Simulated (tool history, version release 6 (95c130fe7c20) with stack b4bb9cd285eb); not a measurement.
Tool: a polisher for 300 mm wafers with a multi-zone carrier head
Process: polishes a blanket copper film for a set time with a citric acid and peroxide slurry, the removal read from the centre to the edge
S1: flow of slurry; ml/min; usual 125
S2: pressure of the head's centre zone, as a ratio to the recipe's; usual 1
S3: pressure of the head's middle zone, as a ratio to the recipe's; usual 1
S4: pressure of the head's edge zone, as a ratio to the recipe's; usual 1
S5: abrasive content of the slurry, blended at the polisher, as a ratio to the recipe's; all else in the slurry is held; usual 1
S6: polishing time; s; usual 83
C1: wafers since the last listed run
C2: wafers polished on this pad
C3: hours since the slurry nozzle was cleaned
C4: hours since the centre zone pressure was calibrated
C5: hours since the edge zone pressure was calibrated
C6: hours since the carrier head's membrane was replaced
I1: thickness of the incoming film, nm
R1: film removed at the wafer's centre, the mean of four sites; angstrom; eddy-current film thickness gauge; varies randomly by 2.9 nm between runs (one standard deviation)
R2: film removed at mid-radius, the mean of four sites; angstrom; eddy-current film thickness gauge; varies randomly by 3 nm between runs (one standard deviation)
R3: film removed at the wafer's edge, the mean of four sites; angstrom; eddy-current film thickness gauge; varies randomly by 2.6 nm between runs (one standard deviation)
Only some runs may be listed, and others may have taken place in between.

{"run": 1, "day": 0.0, "S1": 145, "S2": 1, "S3": 1, "S4": 1, "S5": 1, "S6": 83, "C1": 0, "C2": 930, "C3": 362.9, "C4": 504.9, "C5": 141, "C6": 1864.3, "I1": 1202.6, "R1": 2630, "R2": 2489, "R3": 2376}
{"run": 2, "day": 2.546, "S1": 125, "S2": 1, "S3": 1, "S4": 1, "S5": 1, "S6": 83, "C1": 580, "C2": 1510, "C3": 424, "C4": 566, "C5": 202.1, "C6": 1925.4, "I1": 1213.2, "R1": 2546, "R2": 2435, "R3": 2354}
{"day": 5.3, "done": "carrier head's membrane replaced by a new one"}
{"run": 3, "day": 5.496, "S1": 125, "S2": 1, "S3": 1, "S4": 1, "S5": 1, "S6": 83, "C1": 625, "C2": 2136, "C3": 494.8, "C4": 636.8, "C5": 272.9, "C6": 4.7, "I1": 1169.1, "R1": 2554, "R2": 2412, "R3": 2307}
{"run": 4, "day": 7.392, "S1": 125, "S2": 1, "S3": 1, "S4": 1, "S5": 1, "S6": 83, "C1": 432, "C2": 2568, "C3": 540.3, "C4": 682.3, "C5": 318.4, "C6": 50.2, "I1": 1171.1, "R1": 2495, "R2": 2410, "R3": 2343}
{"day": 8.738, "done": "slurry nozzle cleaned"}
{"day": 8.742, "done": "worn pad replaced by a new one"}
{"run": 5, "day": 9.5, "S1": 125, "S2": 1, "S3": 1, "S4": 1, "S5": 1, "S6": 83, "C1": 471, "C2": 173, "C3": 18.3, "C4": 732.9, "C5": 369, "C6": 100.8, "I1": 1190.1, "R1": 2521, "R2": 2408, "R3": 2341}
{"run": 6, "day": 11.683, "S1": 125, "S2": 1, "S3": 1, "S4": 1, "S5": 1.25, "S6": 83, "C1": 498, "C2": 671, "C3": 70.7, "C4": 785.3, "C5": 421.4, "C6": 153.2, "I1": 1199.6, "R1": 2704, "R2": 2527, "R3": 2417}
{"day": 13.771, "done": "edge zone pressure recalibrated"}
{"run": 7, "day": 14.025, "S1": 125, "S2": 1, "S3": 1, "S4": 1, "S5": 1.25, "S6": 83, "C1": 515, "C2": 1186, "C3": 126.9, "C4": 841.5, "C5": 6.1, "C6": 209.4, "I1": 1175.4, "R1": 2614, "R2": 2495, "R3": 2420}
{"run": 8, "day": 15.804, "S1": 145, "S2": 1, "S3": 1, "S4": 1, "S5": 1, "S6": 83, "C1": 405, "C2": 1592, "C3": 169.6, "C4": 884.2, "C5": 48.8, "C6": 252.1, "I1": 1198.4, "R1": 2681, "R2": 2498, "R3": 2391}
{"day": 16.321, "done": "centre zone pressure recalibrated"}
{"run": 9, "day": 17.15, "S1": 125, "S2": 1, "S3": 1, "S4": 1, "S5": 1, "S6": 83, "C1": 287, "C2": 1880, "C3": 201.9, "C4": 19.9, "C5": 81.1, "C6": 284.4, "I1": 1200.8, "R1": 2454, "R2": 2496, "R3": 2362}
{"run": 10, "day": 18.333, "S1": 125, "S2": 0.93, "S3": 1, "S4": 1, "S5": 1, "S6": 83, "C1": 269, "C2": 2150, "C3": 230.3, "C4": 48.3, "C5": 109.5, "C6": 312.8, "I1": 1214.6, "R1": 2220, "R2": 2415, "R3": 2391}
{"day": 21.167, "done": "worn pad replaced by a new one"}
{"run": 11, "day": 21.188, "S1": 165, "S2": 0.95, "S3": 1, "S4": 0.89, "S5": 1, "S6": 58, "C1": 613, "C2": 5, "C3": 298.8, "C4": 116.8, "C5": 178, "C6": 381.3, "I1": 1179.4, "R1": 1720, "R2": 1794, "R3": 1611}
{"run": 12, "day": 26.375, "S1": 125, "S2": 0.9, "S3": 1, "S4": 1, "S5": 1, "S6": 83, "C1": 1183, "C2": 1188, "C3": 423.3, "C4": 241.3, "C5": 302.5, "C6": 505.8, "I1": 1197.6, "R1": 2248, "R2": 2450, "R3": 2335}
{"run": 13, "day": 28.642, "S1": 125, "S2": 1, "S3": 0.94, "S4": 1, "S5": 1.1, "S6": 99, "C1": 517, "C2": 1705, "C3": 477.7, "C4": 295.7, "C5": 356.9, "C6": 560.2, "I1": 1191.4, "R1": 2930, "R2": 2800, "R3": 2807}
{"run": 14, "day": 30.862, "S1": 95, "S2": 1.1, "S3": 1, "S4": 0.96, "S5": 1, "S6": 83, "C1": 506, "C2": 2211, "C3": 531, "C4": 349, "C5": 410.2, "C6": 613.5, "I1": 1188, "R1": 2621, "R2": 2262, "R3": 2208}
{"day": 31.55, "done": "edge zone pressure recalibrated"}
{"day": 32.958, "done": "slurry nozzle cleaned"}
{"run": 15, "day": 33.592, "S1": 80, "S2": 1, "S3": 1.04, "S4": 1, "S5": 0.8, "S6": 83, "C1": 593, "C2": 2805, "C3": 15.2, "C4": 414.5, "C5": 49, "C6": 679, "I1": 1203.3, "R1": 2149, "R2": 2135, "R3": 2097}
{"day": 34.85, "done": "worn pad replaced by a new one"}
{"run": 16, "day": 35.912, "S1": 105, "S2": 1, "S3": 0.95, "S4": 0.92, "S5": 1, "S6": 95, "C1": 491, "C2": 241, "C3": 70.9, "C4": 470.2, "C5": 104.7, "C6": 734.7, "I1": 1195.5, "R1": 2696, "R2": 2623, "R3": 2476}
{"run": 17, "day": 38.296, "S1": 145, "S2": 1, "S3": 1, "S4": 1, "S5": 1, "S6": 83, "C1": 543, "C2": 785, "C3": 128.1, "C4": 527.4, "C5": 161.9, "C6": 791.9, "I1": 1192, "R1": 2605, "R2": 2458, "R3": 2369}
{"run": 18, "day": 41.054, "S1": 135, "S2": 1, "S3": 0.95, "S4": 1, "S5": 1, "S6": 83, "C1": 629, "C2": 1414, "C3": 194.3, "C4": 593.6, "C5": 228.1, "C6": 858.1, "I1": 1172.8, "R1": 2540, "R2": 2408, "R3": 2396}
{"run": 19, "day": 43.558, "S1": 125, "S2": 1, "S3": 1, "S4": 1, "S5": 0.8, "S6": 83, "C1": 571, "C2": 1985, "C3": 254.4, "C4": 653.7, "C5": 288.2, "C6": 918.2, "I1": 1173, "R1": 2436, "R2": 2361, "R3": 2282}
{"run": 20, "day": 45.471, "S1": 125, "S2": 0.91, "S3": 1, "S4": 0.96, "S5": 1.15, "S6": 94, "C1": 436, "C2": 2422, "C3": 300.3, "C4": 699.6, "C5": 334.1, "C6": 964.1, "I1": 1168.9, "R1": 2678, "R2": 2803, "R3": 2612}
{"day": 48.129, "done": "worn pad replaced by a new one"}
{"run": 21, "day": 48.296, "S1": 125, "S2": 0.89, "S3": 1, "S4": 1, "S5": 1, "S6": 66, "C1": 606, "C2": 37, "C3": 368.1, "C4": 767.4, "C5": 401.9, "C6": 1031.9, "I1": 1184.6, "R1": 1794, "R2": 1948, "R3": 1819}

4 options for the next run, each taken on its own from the tool as it stands now. Forecast them:
{"run": "A", "day": 48.312, "S1": 125, "S2": 1, "S3": 1, "S4": 1, "S5": 1.2, "S6": 83, "C1": 3, "C2": 41, "C3": 368.5, "C4": 767.8, "C5": 402.3, "C6": 1032.3, "I1": 1173.5, "R1": "?", "R2": "?", "R3": "?"}
{"run": "B", "day": 48.312, "S1": 125, "S2": 1, "S3": 1, "S4": 1, "S5": 1, "S6": 69, "C1": 3, "C2": 41, "C3": 368.5, "C4": 767.8, "C5": 402.3, "C6": 1032.3, "I1": 1173.5, "R1": "?", "R2": "?", "R3": "?"}
{"run": "C", "day": 48.312, "S1": 125, "S2": 1.05, "S3": 1.12, "S4": 1, "S5": 0.8, "S6": 83, "C1": 3, "C2": 41, "C3": 368.5, "C4": 767.8, "C5": 402.3, "C6": 1032.3, "I1": 1173.5, "R1": "?", "R2": "?", "R3": "?"}
{"run": "D", "day": 48.312, "S1": 125, "S2": 1, "S3": 1, "S4": 1, "S5": 1, "S6": 70, "C1": 3, "C2": 41, "C3": 368.5, "C4": 767.8, "C5": 402.3, "C6": 1032.3, "I1": 1173.5, "R1": "?", "R2": "?", "R3": "?"}

run=A R1=2616 R2=2483 R3=2352
run=B R1=2110 R2=2002 R3=1897
run=C R1=2576 R2=2479 R3=2202
run=D R1=2140 R2=2032 R3=1924
Had the tool no hidden state, the same runs would have come out as:
run=A R1=2511 R2=2484 R3=2352
run=B R1=2025 R2=2003 R3=1897
run=C R1=2473 R2=2480 R3=2202
run=D R1=2055 R2=2032 R3=1924

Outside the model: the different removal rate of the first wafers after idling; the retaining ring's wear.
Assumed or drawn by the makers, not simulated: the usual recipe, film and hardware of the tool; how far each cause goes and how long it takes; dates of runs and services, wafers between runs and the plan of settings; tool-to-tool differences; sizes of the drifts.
